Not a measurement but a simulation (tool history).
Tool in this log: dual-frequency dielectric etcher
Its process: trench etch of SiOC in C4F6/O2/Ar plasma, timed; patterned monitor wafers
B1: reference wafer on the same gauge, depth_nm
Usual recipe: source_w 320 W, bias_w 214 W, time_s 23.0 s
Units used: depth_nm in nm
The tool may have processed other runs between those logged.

Run 1, day 0.000: usual settings but source_w 380 W; B1 52.33. Result: depth_nm 53.14 nm.
Run 2, day 1.000: usual settings; B1 52.43. Result: depth_nm 49.08 nm.
Run 3, day 2.483: usual settings; B1 52.34. Result: depth_nm 45.98 nm.
Run 4, day 2.554: usual settings; B1 52.32. Result: depth_nm 46.43 nm.
Run 5, day 6.225: usual settings but bias_w 238 W, time_s 30.0 s; B1 52.33. Result: depth_nm 61.83 nm.
Run 6, day 7.404: usual settings but source_w 270 W, bias_w 266 W, time_s 26.0 s; B1 52.43. Result: depth_nm 50.89 nm.
Run 7, day 8.433: usual settings but source_w 290 W, bias_w 187 W, time_s 28.5 s; B1 52.34. Result: depth_nm 51.87 nm.
Run 8, day 9.017: usual settings; B1 52.34. Result: depth_nm 46.66 nm.
Run 9, day 10.450: usual settings; B1 52.36. Result: depth_nm 45.88 nm.
Run 10, day 11.588: usual settings but source_w 370 W, time_s 26.5 s; B1 52.49. Result: depth_nm 57.63 nm.
Run 11, day 13.046: usual settings but bias_w 256 W, time_s 25.5 s; B1 52.38. Result: depth_nm 53.99 nm.
Run 12, day 13.783: usual settings but bias_w 231 W; B1 52.55. Result: depth_nm 47.31 nm.
Run 13, day 15.146: usual settings; B1 52.52. Result: depth_nm 46.56 nm.
Run 14, day 16.258: usual settings but source_w 340 W, time_s 17.0 s; B1 52.53. Result: depth_nm 35.27 nm.
Run 15, day 17.988: usual settings but time_s 26.5 s; B1 52.44. Result: depth_nm 53.73 nm.
Run 16, day 18.067: usual settings but source_w 250 W, bias_w 189 W, time_s 25.5 s; B1 52.37. Result: depth_nm 44.18 nm.
Run 17, day 19.100: usual settings but source_w 250 W; B1 52.47. Result: depth_nm 41.12 nm.
Run 18, day 20.004: usual settings but source_w 270 W, bias_w 228 W, time_s 21.0 s; B1 52.31. Result: depth_nm 39.54 nm.
Run 19, day 21.250: usual settings but time_s 20.0 s; B1 52.47. Result: depth_nm 40.17 nm.
Run 20, day 22.571: usual settings but source_w 240 W, bias_w 264 W, time_s 17.5 s; B1 52.43. Result: depth_nm 32.78 nm.
Run 21, day 23.354: usual settings; B1 52.51. Result: depth_nm 47.12 nm.
Run 22, day 24.396: usual settings but source_w 250 W, time_s 28.5 s; B1 52.45. Result: depth_nm 51.57 nm.
Run 23, day 25.788: usual settings but source_w 360 W, bias_w 180 W; B1 52.31. Result: depth_nm 46.99 nm.
Run 24, day 26.854: usual settings but source_w 370 W, bias_w 261 W; B1 52.39. Result: depth_nm 53.98 nm.
Run 25, day 28.196: usual settings but source_w 350 W, time_s 29.5 s; B1 52.47. Result: depth_nm 60.48 nm.
Run 26, day 29.492: usual settings but source_w 370 W, bias_w 200 W, time_s 26.5 s; B1 52.42. Result: depth_nm 54.93 nm.
Run 27, day 30.846: usual settings but source_w 250 W, bias_w 266 W, time_s 28.0 s; B1 52.18. Result: depth_nm 52.27 nm.
Run 28, day 31.471: usual settings but source_w 360 W; B1 52.38. Result: depth_nm 48.43 nm.
Run 29, day 32.600: usual settings; B1 52.53. Result: depth_nm 45.05 nm.

Between the runs listed above, the log contained 5 entries, not reproduced here. Where in the sequence does each belong, and how does what the log doesn't record of the tool's condition differ from the listed run before to the listed run after?
In the gap between runs 1 and 2: gauge calibrated (day 0.708)
  etch rate over this chamber's usual, %: 6.64 -> 6.76
  what was measured, less what the result would be without the hidden state, depth_nm: +3.31 -> +3.10 nm
In the gap between runs 2 and 3: bias power generator calibrated (day 2.154); wet clean of the chamber, repeated, since the last time left the tool worse (day 2.462)
  etch rate over this chamber's usual, %: 6.76 -> 0.231
  what was measured, less what the result would be without the hidden state, depth_nm: +3.10 -> +0.11 nm
In the gap between runs 14 and 15: upper electrode replaced (day 17.967)
  etch rate over this chamber's usual, %: 1.81 -> 2.01
  what was measured, less what the result would be without the hidden state, depth_nm: +0.63 -> +1.06 nm
In the gap between runs 24 and 25: wet clean of the chamber (day 28.175)
  etch rate over this chamber's usual, %: 3.03 -> -0.349
  what was measured, less what the result would be without the hidden state, depth_nm: +1.59 -> -0.22 nm
